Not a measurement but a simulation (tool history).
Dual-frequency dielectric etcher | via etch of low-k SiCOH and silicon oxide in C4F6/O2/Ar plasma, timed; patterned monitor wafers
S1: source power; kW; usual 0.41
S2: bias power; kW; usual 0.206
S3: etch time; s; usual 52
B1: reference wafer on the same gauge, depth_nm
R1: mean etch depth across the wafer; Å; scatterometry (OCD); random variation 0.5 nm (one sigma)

run,hour,S1,S2,S3,B1,R1
1,0,0.41,0.206,52,162.8,1605
2,29.7,0.41,0.206,52,163,1601
3,95.6,0.41,0.192,52,163,1570
4,140.5,0.41,0.206,52,162.8,1593
5,177,0.41,0.206,59,163,1816
6,221.2,0.36,0.169,52,162.9,1437
# hour 250.4: source power generator calibrated
7,269.1,0.41,0.23,52,162.9,1650
# hour 328.8: wet clean of the chamber
8,329.3,0.41,0.23,52,163,1638
9,363,0.48,0.223,52,163.1,1752
10,494.8,0.41,0.206,46,163.1,1415
11,527.4,0.41,0.206,52,163,1606
# hour 577.8: bias power generator calibrated
12,579.7,0.41,0.206,52,163.3,1602
# hour 615.2: gauge calibrated
13,640.2,0.48,0.223,52,160.6,1726
14,761.5,0.36,0.167,47.5,161,1292
# hour 845.3: wet clean of the chamber
15,845.8,0.41,0.206,52,161.2,1585
16,888.3,0.38,0.206,52,161.4,1531
17,1098.6,0.41,0.206,52,162,1581
18,1151.4,0.46,0.18,52,162.1,1621
19,1208.8,0.41,0.252,52,162.3,1684
# hour 1280.8: wet clean of the chamber
20,1281.3,0.41,0.236,47,162.3,1491
21,1307.5,0.35,0.206,42.5,162.4,1211
22,1357.9,0.41,0.256,61,162.7,1976
# hour 1397: upper electrode replaced
23,1426.1,0.41,0.206,52,162.5,1594
24,1496.8,0.46,0.18,60.5,162.8,1891
25,1558.4,0.37,0.242,46,162.8,1407
26,1589.2,0.37,0.157,43,162.7,1190
27,1657.4,0.46,0.206,52,162.9,1680
28,1693.1,0.32,0.221,63,163,1764
# hour 1724: wet clean of the chamber
29,1835.7,0.44,0.161,52,163,1564
30,1900.2,0.41,0.206,52,163,1599

Forecast each of these 3 alternatives for the next run:
A,1900.6,0.41,0.206,52,?,?
B,1900.6,0.45,0.232,36.5,?,?
C,1900.6,0.45,0.225,52,?,?

run,B1,R1
A,163.2,1603
B,163.2,1207
C,163.2,1706
Without the tool's hidden state the same runs would have given:
run,R1
A,1572
B,1184
C,1673
